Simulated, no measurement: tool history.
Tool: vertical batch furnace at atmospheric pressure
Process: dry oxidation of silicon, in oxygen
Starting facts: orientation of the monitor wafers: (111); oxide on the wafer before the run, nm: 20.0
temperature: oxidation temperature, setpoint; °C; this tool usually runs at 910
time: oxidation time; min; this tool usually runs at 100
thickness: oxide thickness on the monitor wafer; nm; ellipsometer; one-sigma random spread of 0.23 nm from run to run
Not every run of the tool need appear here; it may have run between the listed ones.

run	day	temperature	time	read-back reference wafer on the same gauge, thickness	thickness
1	0	910	100	51.86	58.93
2	1.617	910	100	51.87	59.2
# day 1.829: gauge calibrated
3	3.854	910	100	52.65	59.66
4	5.804	899	100	52.51	54.79
5	7.138	899	100	52.43	54.31
6	9.721	899	100	52.31	54.34
7	11.442	910	100	52.24	59.01
8	13.108	910	100	52.16	59.55
9	15.579	910	100	52.05	59.32
10	16.879	910	100	52.01	59.06
11	19.362	910	100	51.93	58.49
12	20.392	898	100	51.92	53.59
13	22.029	898	100	51.86	53.79
14	24.5	898	100	51.83	53.73
15	26.912	910	75.5	51.83	50.85
16	28.912	925	135	51.75	77.53
17	31.575	910	61	51.74	45.79
# day 33.829: thermocouples replaced and temperature profile calibrated
18	34.092	925	74.5	51.63	56.02
19	35.629	899	100	51.66	54.04
# day 37.933: boat lift adjusted
20	41.75	886	100	51.61	48.84
# day 43.779: gauge calibrated
21	44.183	910	100	52.91	59.53
22	45.329	925	80	52.82	59.49
23	52.392	901	138	52.43	66.02

Run 24, settings as shown, results not yet in. Your forecast:
24	55.358	901	128	?	?

{"run 24": {"read-back reference wafer on the same gauge, thickness": 52.3, "thickness": 63.31}}
On a tool with no hidden condition, and with the same random variation, this run would have come out at thickness 64.08 nm.
